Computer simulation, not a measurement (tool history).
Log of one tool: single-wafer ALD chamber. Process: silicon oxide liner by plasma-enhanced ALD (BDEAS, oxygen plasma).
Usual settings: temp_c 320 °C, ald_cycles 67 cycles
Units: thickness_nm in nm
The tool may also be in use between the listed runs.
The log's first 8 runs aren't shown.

run	day	temp_c	ald_cycles	read-back reference wafer on the same gauge, thickness_nm	thickness_nm
9	17.454	320	67	4.875	5.714
10	19.546	320	67	4.872	5.698
11	22.158	320	67	4.874	5.671
12	24.246	320	67	4.869	5.703
13	26.250	320	67	4.869	5.664
14	27.388	320	67	4.868	5.706
15	29.467	320	67	4.867	5.680
16	30.875	320	67	4.868	5.681
17	32.217	332	67	4.865	5.592
18	35.150	316	64	4.863	5.485
19	37.017	310	58	4.863	4.974
20	38.292	307	54	4.862	4.642
21	39.921	320	77	4.862	6.544
22	42.608	320	67	4.862	5.677
23	44.000	320	76	4.862	6.454
24	45.088	309	67	4.862	5.753
25	47.025	310	58	4.862	4.959
26	48.738	313	75	4.862	6.387
# day 50.075: gauge calibrated
# day 50.992: thermocouple changed; heater temperature recalibrated
27	51.592	309	60	4.919	5.207
28	53.875	305	59	4.913	5.161
29	55.567	320	67	4.909	5.737
30	58.258	311	59	4.905	5.095
31	61.021	328	77	4.900	6.498
32	62.829	333	67	4.897	5.614

Forecast run 33:
33	65.025	314	61	?	?

read-back reference wafer on the same gauge, thickness_nm: 4.890
thickness_nm: 5.237 nm
Without the tool's hidden state the same run would have given thickness_nm 5.277 nm.

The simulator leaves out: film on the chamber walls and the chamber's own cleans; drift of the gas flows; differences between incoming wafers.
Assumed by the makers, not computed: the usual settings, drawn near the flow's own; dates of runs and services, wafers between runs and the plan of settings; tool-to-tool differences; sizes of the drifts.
